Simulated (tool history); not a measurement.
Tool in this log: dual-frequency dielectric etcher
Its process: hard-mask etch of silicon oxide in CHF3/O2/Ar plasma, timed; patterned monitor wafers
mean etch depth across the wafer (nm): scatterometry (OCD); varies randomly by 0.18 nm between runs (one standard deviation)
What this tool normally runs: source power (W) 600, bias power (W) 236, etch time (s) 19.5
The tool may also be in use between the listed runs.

run	hour	source power (W)	bias power (W)	etch time (s)	read-back reference wafer on the same gauge, depth_nm	mean etch depth across the wafer (nm)
1	0.0	600	236	19.5	41.37	41.94
2	47.8	600	236	19.5	41.34	42.34
3	55.1	600	236	19.5	41.40	42.21
4	64.0	600	236	17.5	41.34	38.06
5	73.3	600	236	17.5	41.40	37.91
6	82.1	600	236	17.5	41.31	38.03
7	98.9	600	236	19.5	41.33	42.40
# hour 110.1: bias power generator calibrated
8	116.1	600	236	19.5	41.25	42.59
# hour 116.9: gauge calibrated
# hour 140.8: upper electrode replaced
# hour 141.4: source power generator calibrated
# hour 155.1: wet clean of the chamber
9	155.6	600	236	19.5	41.32	41.02
10	156.0	600	177	19.5	41.28	38.77
11	156.3	740	286	15.0	41.38	35.02
12	170.3	600	236	19.5	41.36	41.01
13	177.1	450	180	19.5	41.36	35.91
14	190.1	600	236	19.5	41.31	41.01
15	207.8	540	267	14.5	41.26	30.70
16	217.9	600	236	15.0	41.30	31.86
17	230.8	600	236	19.5	41.24	41.25
18	239.3	600	276	22.0	41.29	48.57
19	245.4	650	285	17.0	41.33	38.55

Measured minus without-hidden-state, run by run (identical run-to-run variation in each term; gauge scatter may differ):
The tool's hidden condition here consists of: etch rate over this chamber's usual, %; source power that arrives over what is set, %; bias power that arrives over what is set, %; gauge reads high (%).
run	mean etch depth across the wafer (nm)
1	+1.21
2	+1.39
3	+1.42
4	+1.31
5	+1.33
6	+1.37
7	+1.58
8	+1.66
9	+0.19
10	+0.18
11	+0.17
12	+0.24
13	+0.24
14	+0.32
15	+0.28
16	+0.33
17	+0.48
18	+0.59
19	+0.50
